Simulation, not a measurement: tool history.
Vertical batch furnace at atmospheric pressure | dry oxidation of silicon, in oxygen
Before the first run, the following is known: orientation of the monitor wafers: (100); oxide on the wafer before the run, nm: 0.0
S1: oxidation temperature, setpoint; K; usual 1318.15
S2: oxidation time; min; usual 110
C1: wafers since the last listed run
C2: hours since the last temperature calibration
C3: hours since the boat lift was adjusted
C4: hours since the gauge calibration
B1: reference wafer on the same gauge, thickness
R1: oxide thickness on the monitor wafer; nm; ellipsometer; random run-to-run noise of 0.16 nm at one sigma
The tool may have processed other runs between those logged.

run,day,S1,S2,C1,C2,C3,C4,B1,R1
1,0,1324.15,110,0,3901.8,5080.6,55.6,123.55,113.1
2,0.692,1324.15,110,228,3918.4,5097.2,72.2,123.4,112.78
3,1.846,1318.15,125.5,380,3946.1,5124.9,99.9,123.25,117.2
4,2.833,1318.15,110,325,3969.8,5148.6,123.6,123.12,107.55
5,3.942,1318.15,110,365,3996.4,5175.2,150.2,123.07,107.47
# day 5.438: boat lift adjusted
6,5.458,1318.15,110,170,4032.8,0.5,186.6,122.93,107.44
7,5.725,1318.15,110,87,4039.2,6.9,193,122.95,107.45
8,6.558,1318.15,110,274,4059.2,26.9,213,122.89,107.05
9,7.079,1318.15,157,171,4071.7,39.4,225.5,122.9,135.7
10,8.504,1309.15,131.5,469,4105.9,73.6,259.7,122.88,112.25
# day 9.25: gauge calibrated
11,9.679,1318.15,110,387,4134.1,101.8,10.3,123.96,108.39
# day 11.021: thermocouples replaced and temperature profile calibrated
12,11.042,1304.15,124.5,119,0.5,134.5,43,123.62,104.19
13,12.079,1318.15,110,342,25.4,159.4,67.9,123.36,107.95
14,12.779,1340.15,140,230,42.2,176.2,84.7,123.29,149.43
15,13.288,1304.15,93.5,167,54.4,188.4,96.9,123.25,85.91
16,13.821,1340.15,140,175,67.2,201.2,109.7,123.19,149.1

Alternative continuations, all from the tool just after run 16; predict every row:
A,14.096,1306.15,110,90,73.8,207.8,116.3,?,?
B,14.096,1330.15,147.5,90,73.8,207.8,116.3,?,?
C,14.096,1339.15,68,90,73.8,207.8,116.3,?,?
D,14.096,1318.15,83,90,73.8,207.8,116.3,?,?
E,14.096,1311.15,62,90,73.8,207.8,116.3,?,?

run,B1,R1
A,123.14,97.51
B,123.14,143.4
C,123.14,93.37
D,123.14,89.61
E,123.14,69.78
Without the tool's unlogged condition, the same runs would have read:
run,R1
A,98.19
B,144.4
C,94.02
D,90.24
E,70.27
